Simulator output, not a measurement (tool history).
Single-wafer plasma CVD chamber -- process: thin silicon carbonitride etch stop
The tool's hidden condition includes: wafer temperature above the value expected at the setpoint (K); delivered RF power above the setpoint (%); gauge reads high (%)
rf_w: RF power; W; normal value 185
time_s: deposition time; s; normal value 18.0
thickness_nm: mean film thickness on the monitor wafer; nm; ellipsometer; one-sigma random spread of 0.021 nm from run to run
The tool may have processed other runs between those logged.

run	hour	rf_w	time_s	wafers since the last listed run	hours since the last thermocouple change	hours since the last RF generator calibration	hours since the showerhead was replaced	hours since the gauge calibration	read-back reference wafer on the same gauge, thickness_nm	thickness_nm
1	0.0	185	18.0	0	2511.0	1787.5	4397.5	328.6	9.303	9.845
2	14.8	185	16.8	230	2525.8	1802.3	4412.3	343.4	9.293	9.198
3	24.6	185	16.8	152	2535.6	1812.1	4422.1	353.2	9.292	9.175
4	31.5	195	20.0	107	2542.5	1819.0	4429.0	360.1	9.296	11.184
5	42.7	185	18.0	174	2553.7	1830.2	4440.2	371.3	9.307	9.872
6	59.3	185	18.0	258	2570.3	1846.8	4456.8	387.9	9.295	9.821
7	75.5	185	20.6	252	2586.5	1863.0	4473.0	404.1	9.307	11.248
8	93.0	185	20.6	272	2604.0	1880.5	4490.5	421.6	9.288	11.299
9	101.6	185	18.0	134	2612.6	1889.1	4499.1	430.2	9.300	9.813
# hour 110.4: RF generator calibrated
# hour 116.3: showerhead replaced
10	116.8	185	19.7	19	2627.8	6.4	0.5	445.4	9.294	11.134
11	123.1	185	18.0	98	2634.1	12.7	6.8	451.7	9.302	10.200
12	139.7	185	18.0	258	2650.7	29.3	23.4	468.3	9.298	10.167
13	157.3	185	18.0	274	2668.3	46.9	41.0	485.9	9.296	10.152
14	163.7	185	18.0	99	2674.7	53.3	47.4	492.3	9.292	10.166
# hour 175.2: gauge calibrated
15	177.2	185	18.0	210	2688.2	66.8	60.9	2.0	9.300	10.153
16	194.1	165	16.2	263	2705.1	83.7	77.8	18.9	9.298	8.672
17	207.6	185	18.0	210	2718.6	97.2	91.3	32.4	9.307	10.125
18	216.3	185	16.8	135	2727.3	105.9	100.0	41.1	9.303	9.456
19	223.6	160	18.0	113	2734.6	113.2	107.3	48.4	9.298	9.472
20	241.2	185	18.0	274	2752.2	130.8	124.9	66.0	9.292	10.132
21	256.2	195	14.5	233	2767.2	145.8	139.9	81.0	9.300	8.321
22	263.7	160	20.8	116	2774.7	153.3	147.4	88.5	9.299	10.971
23	280.8	185	18.0	266	2791.8	170.4	164.5	105.6	9.305	10.083
24	289.4	220	19.4	134	2800.4	179.0	173.1	114.2	9.291	11.746
25	295.8	150	21.4	99	2806.8	185.4	179.5	120.6	9.295	10.879
26	304.9	170	16.4	141	2815.9	194.5	188.6	129.7	9.303	8.851
27	313.1	170	19.7	127	2824.1	202.7	196.8	137.9	9.293	10.630
28	322.4	155	19.9	144	2833.4	212.0	206.1	147.2	9.300	10.286
# hour 330.5: thermocouple changed; heater temperature recalibrated
29	334.4	220	19.4	62	3.9	224.0	218.1	159.2	9.299	11.673
30	351.0	185	18.0	258	20.5	240.6	234.7	175.8	9.305	10.095
31	368.5	170	19.2	272	38.0	258.1	252.2	193.3	9.300	10.301
32	381.4	160	18.0	201	50.9	271.0	265.1	206.2	9.300	9.376
33	396.5	150	18.0	235	66.0	286.1	280.2	221.3	9.291	9.109
34	407.8	195	19.2	176	77.3	297.4	291.5	232.6	9.308	10.990
35	416.4	195	20.7	134	85.9	306.0	300.1	241.2	9.302	11.815
36	429.7	160	15.4	207	99.2	319.3	313.4	254.5	9.294	8.039
37	443.1	185	18.0	208	112.6	332.7	326.8	267.9	9.298	10.007

Branching from run 37: 3 alternative next runs. What would each branch give?
A	443.5	205	18.0	6	113.0	333.1	327.2	268.3	?	?
B	443.5	195	20.4	6	113.0	333.1	327.2	268.3	?	?
C	443.5	215	17.0	6	113.0	333.1	327.2	268.3	?	?

run	read-back reference wafer on the same gauge, thickness_nm	thickness_nm
A	9.302	10.450
B	9.302	11.599
C	9.302	10.065
Without the tool's hidden state the same runs would have given:
run	thickness_nm
A	10.637
B	11.806
C	10.244
